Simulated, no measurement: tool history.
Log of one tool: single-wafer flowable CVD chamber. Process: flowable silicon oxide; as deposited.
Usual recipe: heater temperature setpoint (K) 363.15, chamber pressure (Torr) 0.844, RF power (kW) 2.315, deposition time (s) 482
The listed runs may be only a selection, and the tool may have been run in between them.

run,hour,heater temperature setpoint (K),chamber pressure (Torr),RF power (kW),deposition time (s),"read-back reference wafer on the same gauge, thickness_nm",mean film thickness on the monitor wafer (Å)
1,0.0,363.15,0.844,2.315,482,465.702,4407.25
2,12.3,363.15,0.844,2.315,482,465.948,4420.33
3,18.9,363.15,0.844,2.315,482,465.710,4407.42
4,30.7,363.15,0.934,2.315,482,465.972,4851.22
5,41.8,363.15,0.934,2.315,482,466.035,4862.35
6,56.8,363.15,0.934,2.315,482,466.197,4841.96
7,110.0,363.15,0.844,2.315,482,465.930,4418.08
8,119.3,363.15,0.844,2.315,482,466.023,4408.30
# hour 132.7: thermocouple changed; heater temperature recalibrated
9,133.2,363.15,0.844,2.315,482,466.066,4390.24
10,139.9,356.15,0.844,2.315,482,466.009,5295.18
# hour 148.0: gauge calibrated
11,148.0,356.15,0.844,2.315,482,465.958,5293.78
12,160.1,363.15,0.844,2.570,482,465.840,4465.98
13,170.6,363.15,0.844,2.315,482,466.173,4428.26
# hour 185.7: capacitance manometer re-zeroed and calibrated
14,186.2,363.15,0.844,2.315,482,465.911,4426.09
15,199.6,363.15,0.844,2.315,543,466.110,4969.15
# hour 212.9: showerhead replaced
16,213.4,352.15,0.844,2.460,456,465.943,5616.36
17,220.4,363.15,0.728,2.315,434,466.121,3432.70
18,237.0,371.15,0.844,2.315,482,466.161,3484.35

The next listed run, before its measurement:
# hour 253.3: RF generator calibrated
19,253.8,363.15,0.909,2.625,434,?,?

Run 19 gave read-back reference wafer on the same gauge, thickness_nm 466.015, mean film thickness on the monitor wafer (Å) 4356.82.
If the tool had no hidden condition, the same run with the same run-to-run variation would have returned mean film thickness on the monitor wafer (Å) 4356.82.

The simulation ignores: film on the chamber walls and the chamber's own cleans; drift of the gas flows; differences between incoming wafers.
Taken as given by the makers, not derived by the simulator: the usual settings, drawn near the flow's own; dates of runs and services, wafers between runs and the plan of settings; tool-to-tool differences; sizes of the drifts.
